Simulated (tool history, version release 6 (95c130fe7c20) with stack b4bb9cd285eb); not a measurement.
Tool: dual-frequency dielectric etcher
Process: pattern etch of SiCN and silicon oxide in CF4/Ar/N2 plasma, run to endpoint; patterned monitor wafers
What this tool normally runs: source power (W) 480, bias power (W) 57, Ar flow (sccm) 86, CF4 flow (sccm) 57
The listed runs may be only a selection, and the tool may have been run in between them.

run,hour,source power (W),bias power (W),Ar flow (sccm),CF4 flow (sccm),wafers since the last listed run,hours since the last wet clean,hours since the last source power generator calibration,hours since the last bias power generator calibration,hours since the last Ar flow controller change,hours since the last CF4 flow controller change,hours since the last upper electrode change,"incoming incoming film thickness, nm",endpoint time (s)
1,0.0,390,57,86,57,0,336.4,3401.9,1968.1,3131.8,3942.2,4297.6,12.29,17.2
2,71.9,480,57,86,57,681,408.3,3473.8,2040.0,3203.7,4014.1,4369.5,12.33,15.1
# hour 104.8: wet clean of the chamber
3,142.1,480,57,86,57,437,37.3,3544.0,2110.2,3273.9,4084.3,4439.7,12.27,15.4
4,226.1,420,57,86,57,796,121.3,3628.0,2194.2,3357.9,4168.3,4523.7,12.27,16.8
5,311.1,420,57,86,57,805,206.3,3713.0,2279.2,3442.9,4253.3,4608.7,12.25,16.7
6,390.7,420,57,86,57,754,285.9,3792.6,2358.8,3522.5,4332.9,4688.3,12.32,16.7
7,497.3,480,57,86,57,1010,392.5,3899.2,2465.4,3629.1,4439.5,4794.9,12.42,15.3
# hour 564.1: wet clean of the chamber
# hour 567.6: upper electrode replaced
8,587.5,480,57,86,57,594,23.4,3989.4,2555.6,3719.3,4529.7,19.9,12.33,15.3
# hour 618.0: Ar flow controller replaced
# hour 620.4: source power generator calibrated
9,626.7,480,65,86,64,291,62.6,6.3,2594.8,8.7,4568.9,59.1,12.38,14.6
10,733.4,510,57,86,52,1011,169.3,113.0,2701.5,115.4,4675.6,165.8,12.31,14.8
11,776.6,480,57,102,52,409,212.5,156.2,2744.7,158.6,4718.8,209.0,12.29,15.9
12,835.1,530,62,80,67,554,271.0,214.7,2803.2,217.1,4777.3,267.5,12.42,13.6
# hour 892.9: CF4 flow controller replaced
13,908.6,440,44,108,53,639,344.5,288.2,2876.7,290.6,15.7,341.0,12.30,17.8
# hour 978.0: wet clean of the chamber
14,987.8,480,48,86,57,523,9.8,367.4,2955.9,369.8,94.9,420.2,12.25,15.9
15,1038.3,480,57,86,62,478,60.3,417.9,3006.4,420.3,145.4,470.7,12.35,15.3
# hour 1255.2: bias power generator calibrated
16,1255.7,570,57,64,57,2022,277.7,635.3,0.5,637.7,362.8,688.1,12.18,12.7
17,1319.7,480,57,86,57,606,341.7,699.3,64.5,701.7,426.8,752.1,12.25,14.9
# hour 1383.0: wet clean of the chamber
18,1422.2,480,57,96,57,744,39.2,801.8,167.0,804.2,529.3,854.6,12.27,15.4
19,1524.0,590,57,67,57,964,141.0,903.6,268.8,906.0,631.1,956.4,12.39,12.8
20,1606.4,480,63,71,71,781,223.4,986.0,351.2,988.4,713.5,1038.8,12.22,13.8
21,1645.1,480,57,86,57,366,262.1,1024.7,389.9,1027.1,752.2,1077.5,12.26,15.2
22,1712.5,480,57,86,57,638,329.5,1092.1,457.3,1094.5,819.6,1144.9,12.24,15.0
23,1785.6,590,52,86,57,692,402.6,1165.2,530.4,1167.6,892.7,1218.0,12.27,13.2
# hour 1853.5: wet clean of the chamber
24,1904.6,480,49,102,57,900,51.1,1284.2,649.4,1286.6,1011.7,1337.0,12.36,16.7

Branching from run 24: 4 alternative next runs. What would each branch give?
A,1905.0,480,66,86,57,3,51.5,1284.6,649.8,1287.0,1012.1,1337.4,12.16,?
B,1905.0,480,57,107,57,3,51.5,1284.6,649.8,1287.0,1012.1,1337.4,12.16,?
C,1905.0,520,53,102,52,3,51.5,1284.6,649.8,1287.0,1012.1,1337.4,12.16,?
D,1905.0,480,67,86,43,3,51.5,1284.6,649.8,1287.0,1012.1,1337.4,12.16,?

run,endpoint time (s)
A,14.7
B,15.8
C,15.3
D,15.2
With the hidden condition removed and each run's random variation left untouched, the same runs would have given:
run,endpoint time (s)
A,14.8
B,15.9
C,15.4
D,15.4

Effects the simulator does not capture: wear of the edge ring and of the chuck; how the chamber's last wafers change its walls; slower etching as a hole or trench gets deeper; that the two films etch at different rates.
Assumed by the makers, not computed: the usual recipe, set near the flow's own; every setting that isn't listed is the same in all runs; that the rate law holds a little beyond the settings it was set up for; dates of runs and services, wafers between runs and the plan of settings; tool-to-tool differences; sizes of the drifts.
